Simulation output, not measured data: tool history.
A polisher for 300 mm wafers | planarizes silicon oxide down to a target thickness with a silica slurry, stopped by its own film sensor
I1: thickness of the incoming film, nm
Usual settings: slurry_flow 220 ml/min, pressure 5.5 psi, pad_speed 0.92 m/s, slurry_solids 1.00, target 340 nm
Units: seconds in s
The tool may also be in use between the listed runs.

run 1 hour=0.0 | slurry_flow=160 pressure=5.5 pad_speed=1.16 slurry_solids=1.00 target=340 | I1=570.9 | seconds=61.0
-- hour=6.4 conditioning disc replaced and pad reconditioned
run 2 hour=16.4 | slurry_flow=220 pressure=5.5 pad_speed=0.92 slurry_solids=1.00 target=340 | I1=574.9 | seconds=66.0
run 3 hour=27.9 | slurry_flow=220 pressure=5.5 pad_speed=0.92 slurry_solids=1.00 target=340 | I1=574.9 | seconds=66.5
run 4 hour=35.2 | slurry_flow=220 pressure=5.5 pad_speed=0.92 slurry_solids=1.00 target=296 | I1=571.3 | seconds=76.4
-- hour=37.6 head pressure recalibrated
run 5 hour=53.0 | slurry_flow=220 pressure=5.5 pad_speed=0.92 slurry_solids=1.00 target=296 | I1=566.2 | seconds=78.8
run 6 hour=60.7 | slurry_flow=220 pressure=5.5 pad_speed=0.68 slurry_solids=1.00 target=340 | I1=574.1 | seconds=76.7
-- hour=87.7 worn pad replaced by a new one
run 7 hour=97.0 | slurry_flow=220 pressure=5.5 pad_speed=0.68 slurry_solids=1.00 target=340 | I1=575.8 | seconds=80.2
run 8 hour=107.1 | slurry_flow=220 pressure=5.5 pad_speed=0.92 slurry_solids=1.00 target=340 | I1=562.1 | seconds=64.9
-- hour=118.4 slurry nozzle cleaned
run 9 hour=122.8 | slurry_flow=220 pressure=4.6 pad_speed=0.92 slurry_solids=0.90 target=310 | I1=571.8 | seconds=90.5
run 10 hour=138.0 | slurry_flow=155 pressure=4.0 pad_speed=0.92 slurry_solids=1.25 target=340 | I1=566.7 | seconds=75.7
-- hour=155.4 slurry blender recalibrated
-- hour=161.3 conditioning disc replaced and pad reconditioned
run 11 hour=168.6 | slurry_flow=220 pressure=5.5 pad_speed=0.92 slurry_solids=1.00 target=340 | I1=563.3 | seconds=60.9
run 12 hour=183.6 | slurry_flow=220 pressure=5.5 pad_speed=0.92 slurry_solids=1.00 target=303 | I1=576.5 | seconds=75.2
-- hour=198.2 worn pad replaced by a new one
run 13 hour=233.4 | slurry_flow=155 pressure=5.5 pad_speed=0.68 slurry_solids=0.85 target=340 | I1=564.4 | seconds=84.6
run 14 hour=247.9 | slurry_flow=220 pressure=5.5 pad_speed=0.66 slurry_solids=1.00 target=340 | I1=570.7 | seconds=75.5
run 15 hour=262.6 | slurry_flow=220 pressure=5.5 pad_speed=0.92 slurry_solids=1.20 target=364 | I1=563.7 | seconds=50.6
run 16 hour=270.9 | slurry_flow=260 pressure=6.7 pad_speed=0.92 slurry_solids=1.00 target=340 | I1=572.0 | seconds=54.8
run 17 hour=281.0 | slurry_flow=220 pressure=5.5 pad_speed=0.92 slurry_solids=1.00 target=340 | I1=568.6 | seconds=63.5
run 18 hour=289.6 | slurry_flow=195 pressure=6.7 pad_speed=0.92 slurry_solids=1.00 target=340 | I1=565.8 | seconds=56.9
run 19 hour=296.3 | slurry_flow=255 pressure=5.5 pad_speed=1.06 slurry_solids=1.00 target=340 | I1=578.2 | seconds=61.2
run 20 hour=307.7 | slurry_flow=220 pressure=7.4 pad_speed=0.92 slurry_solids=0.75 target=314 | I1=571.7 | seconds=70.5
-- hour=319.8 worn pad replaced by a new one
run 21 hour=320.3 | slurry_flow=220 pressure=5.5 pad_speed=0.92 slurry_solids=1.00 target=340 | I1=564.6 | seconds=63.8
-- hour=327.5 conditioning disc replaced and pad reconditioned
run 22 hour=331.7 | slurry_flow=220 pressure=5.5 pad_speed=1.18 slurry_solids=1.00 target=340 | I1=568.1 | seconds=57.3
run 23 hour=340.8 | slurry_flow=220 pressure=5.5 pad_speed=0.92 slurry_solids=1.25 target=393 | I1=566.8 | seconds=44.7
run 24 hour=349.5 | slurry_flow=220 pressure=5.5 pad_speed=0.62 slurry_solids=0.90 target=340 | I1=579.7 | seconds=86.8

Forecast run 25:
run 25 hour=363.5 | slurry_flow=160 pressure=3.8 pad_speed=0.84 slurry_solids=0.85 target=340 | I1=572.2 | seconds=?

Run 25 gave seconds 98.2 s.
Without the tool's hidden state the same run would have given seconds 94.8 s.
